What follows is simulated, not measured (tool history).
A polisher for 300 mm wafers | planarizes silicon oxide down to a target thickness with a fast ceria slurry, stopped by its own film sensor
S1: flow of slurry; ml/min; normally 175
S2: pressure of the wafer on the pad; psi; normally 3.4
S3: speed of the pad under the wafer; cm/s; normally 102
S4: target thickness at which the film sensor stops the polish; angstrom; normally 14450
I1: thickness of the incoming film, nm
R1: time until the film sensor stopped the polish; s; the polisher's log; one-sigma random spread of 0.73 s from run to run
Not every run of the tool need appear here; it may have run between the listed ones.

| run | hour | S1 | S2 | S3 | S4 | I1 | R1 |
|---|---|---|---|---|---|---|---|
| 1 | 0.0 | 175 | 4.2 | 102 | 14450 | 2270.9 | 43.6 |
| 2 | 7.5 | 175 | 4.2 | 102 | 14450 | 2247.8 | 41.2 |
|  | 23.9 | worn pad replaced by a new one |
| 3 | 24.4 | 175 | 3.4 | 102 | 14450 | 2252.4 | 49.5 |
| 4 | 31.3 | 175 | 3.4 | 102 | 14450 | 2275.1 | 50.6 |
| 5 | 69.5 | 175 | 3.4 | 102 | 14450 | 2272.3 | 50.3 |
| 6 | 76.8 | 175 | 3.4 | 102 | 14450 | 2277.8 | 51.6 |
| 7 | 91.4 | 175 | 4.1 | 102 | 14450 | 2273.9 | 45.4 |
| 8 | 106.6 | 175 | 4.1 | 102 | 14450 | 2251.3 | 43.9 |
|  | 140.2 | worn pad replaced by a new one |
| 9 | 140.7 | 175 | 3.4 | 102 | 14450 | 2228.0 | 49.1 |
| 10 | 145.5 | 175 | 3.4 | 102 | 14450 | 2253.5 | 49.7 |
| 11 | 154.6 | 175 | 3.4 | 102 | 14450 | 2253.6 | 50.2 |
| 12 | 169.3 | 175 | 3.4 | 102 | 14450 | 2240.7 | 49.6 |
| 13 | 177.3 | 175 | 3.4 | 102 | 14450 | 2264.9 | 49.4 |
| 14 | 185.7 | 175 | 3.4 | 102 | 14450 | 2306.3 | 52.9 |
| 15 | 202.1 | 175 | 3.4 | 102 | 14450 | 2224.8 | 48.1 |
|  | 210.0 | head pressure recalibrated |
| 16 | 216.7 | 175 | 3.4 | 102 | 14450 | 2283.1 | 47.3 |
| 17 | 229.5 | 175 | 3.4 | 102 | 14450 | 2276.4 | 46.9 |
| 18 | 241.5 | 140 | 3.4 | 78 | 14450 | 2261.6 | 65.6 |
|  | 258.0 | worn pad replaced by a new one |
| 19 | 258.5 | 115 | 3.4 | 120 | 15850 | 2251.1 | 37.3 |
| 20 | 296.1 | 200 | 3.8 | 76 | 13580 | 2299.9 | 65.8 |
| 21 | 303.8 | 175 | 3.4 | 102 | 14450 | 2281.9 | 49.4 |
|  | 309.6 | slurry nozzle cleaned |
| 22 | 315.4 | 115 | 3.9 | 118 | 14450 | 2269.9 | 41.6 |
| 23 | 328.4 | 175 | 3.4 | 102 | 13450 | 2225.0 | 52.4 |
| 24 | 337.7 | 175 | 3.4 | 132 | 14450 | 2257.1 | 38.4 |
| 25 | 349.5 | 175 | 3.4 | 102 | 14450 | 2254.6 | 49.1 |
|  | 360.7 | worn pad replaced by a new one |
| 26 | 365.3 | 175 | 3.4 | 102 | 16790 | 2289.7 | 36.3 |
| 27 | 371.9 | 175 | 4.0 | 86 | 12120 | 2274.7 | 66.6 |
| 28 | 379.7 | 200 | 2.3 | 136 | 16150 | 2275.0 | 36.8 |
| 29 | 393.8 | 175 | 3.4 | 66 | 14450 | 2274.6 | 77.6 |
| 30 | 403.1 | 175 | 4.1 | 102 | 14450 | 2300.8 | 45.9 |
| 31 | 417.7 | 175 | 3.4 | 112 | 14450 | 2235.4 | 44.6 |
| 32 | 432.0 | 155 | 3.4 | 102 | 14450 | 2284.7 | 52.3 |
| 33 | 440.2 | 175 | 4.3 | 126 | 14450 | 2267.0 | 35.1 |
| 34 | 455.6 | 220 | 2.4 | 86 | 12460 | 2286.5 | 91.3 |
|  | 463.7 | worn pad replaced by a new one |
| 35 | 469.6 | 175 | 3.8 | 102 | 14450 | 2247.3 | 46.3 |
| 36 | 486.4 | 175 | 3.4 | 102 | 14450 | 2221.1 | 46.4 |
| 37 | 494.4 | 175 | 4.1 | 102 | 14450 | 2280.5 | 45.4 |
| 38 | 510.8 | 175 | 2.9 | 102 | 14450 | 2240.0 | 54.5 |

Below are 3 alternative next runs, each starting from the tool's condition after run 38. Predict each:
| A | 511.2 | 120 | 3.4 | 102 | 14450 | 2266.7 | ? |
| B | 511.2 | 175 | 3.4 | 134 | 13520 | 2266.7 | ? |
| C | 511.2 | 160 | 3.8 | 102 | 14450 | 2266.7 | ? |

| run | R1 |
|---|---|
| A | 55.1 |
| B | 43.2 |
| C | 47.9 |
With the hidden condition removed and each run's random variation left untouched, the same runs would have given:
| run | R1 |
|---|---|
| A | 50.4 |
| B | 39.5 |
| C | 43.8 |

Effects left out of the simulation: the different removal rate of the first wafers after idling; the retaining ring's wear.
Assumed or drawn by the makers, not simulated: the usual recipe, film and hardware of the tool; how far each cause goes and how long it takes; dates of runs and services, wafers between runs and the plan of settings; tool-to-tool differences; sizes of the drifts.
